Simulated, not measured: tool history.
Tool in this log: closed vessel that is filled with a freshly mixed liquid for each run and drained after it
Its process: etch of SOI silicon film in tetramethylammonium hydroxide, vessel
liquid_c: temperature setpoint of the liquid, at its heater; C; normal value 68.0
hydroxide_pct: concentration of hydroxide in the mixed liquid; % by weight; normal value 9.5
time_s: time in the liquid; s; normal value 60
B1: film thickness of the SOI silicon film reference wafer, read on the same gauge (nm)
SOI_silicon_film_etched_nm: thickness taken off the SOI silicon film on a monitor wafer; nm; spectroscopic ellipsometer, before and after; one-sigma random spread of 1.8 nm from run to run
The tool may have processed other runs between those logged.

{"run": 1, "hour": 0.0, "liquid_c": 68.0, "hydroxide_pct": 9.5, "time_s": 60, "B1": 140.02, "SOI_silicon_film_etched_nm": 377.94}
{"run": 2, "hour": 15.4, "liquid_c": 68.0, "hydroxide_pct": 9.5, "time_s": 60, "B1": 139.97, "SOI_silicon_film_etched_nm": 376.37}
{"run": 3, "hour": 27.2, "liquid_c": 68.0, "hydroxide_pct": 9.5, "time_s": 60, "B1": 140.0, "SOI_silicon_film_etched_nm": 377.21}
{"run": 4, "hour": 43.2, "liquid_c": 68.0, "hydroxide_pct": 9.5, "time_s": 60, "B1": 139.99, "SOI_silicon_film_etched_nm": 375.79}
{"run": 5, "hour": 55.2, "liquid_c": 68.0, "hydroxide_pct": 9.5, "time_s": 60, "B1": 140.05, "SOI_silicon_film_etched_nm": 376.92}
{"run": 6, "hour": 63.1, "liquid_c": 68.0, "hydroxide_pct": 9.5, "time_s": 60, "B1": 140.01, "SOI_silicon_film_etched_nm": 375.85}
{"run": 7, "hour": 78.7, "liquid_c": 68.0, "hydroxide_pct": 9.5, "time_s": 60, "B1": 139.97, "SOI_silicon_film_etched_nm": 378.26}
{"run": 8, "hour": 94.4, "liquid_c": 68.0, "hydroxide_pct": 9.5, "time_s": 60, "B1": 139.97, "SOI_silicon_film_etched_nm": 374.41}
{"run": 9, "hour": 102.6, "liquid_c": 68.0, "hydroxide_pct": 9.5, "time_s": 60, "B1": 140.03, "SOI_silicon_film_etched_nm": 375.45}
{"run": 10, "hour": 109.3, "liquid_c": 68.0, "hydroxide_pct": 9.5, "time_s": 60, "B1": 139.95, "SOI_silicon_film_etched_nm": 374.02}
{"hour": 126.8, "done": "hydroxide flow meter replaced"}
{"run": 11, "hour": 127.3, "liquid_c": 61.0, "hydroxide_pct": 9.5, "time_s": 60, "B1": 140.05, "SOI_silicon_film_etched_nm": 243.66}
{"run": 12, "hour": 139.2, "liquid_c": 75.0, "hydroxide_pct": 9.5, "time_s": 90, "B1": 140.0, "SOI_silicon_film_etched_nm": 852.6}
{"hour": 141.4, "done": "gauge calibrated"}
{"run": 13, "hour": 149.0, "liquid_c": 74.5, "hydroxide_pct": 9.5, "time_s": 30, "B1": 140.02, "SOI_silicon_film_etched_nm": 274.52}
{"run": 14, "hour": 157.7, "liquid_c": 68.0, "hydroxide_pct": 8.0, "time_s": 60, "B1": 139.99, "SOI_silicon_film_etched_nm": 397.31}

Forecast run 15:
{"run": 15, "hour": 172.0, "liquid_c": 62.0, "hydroxide_pct": 7.5, "time_s": 85, "B1": "?", "SOI_silicon_film_etched_nm": "?"}

{"run 15": {"B1": 140.01, "SOI_silicon_film_etched_nm": 393.25}}
Were there no unlogged condition in the tool, this run, its random variation unchanged, would have produced SOI_silicon_film_etched_nm 474.29 nm.

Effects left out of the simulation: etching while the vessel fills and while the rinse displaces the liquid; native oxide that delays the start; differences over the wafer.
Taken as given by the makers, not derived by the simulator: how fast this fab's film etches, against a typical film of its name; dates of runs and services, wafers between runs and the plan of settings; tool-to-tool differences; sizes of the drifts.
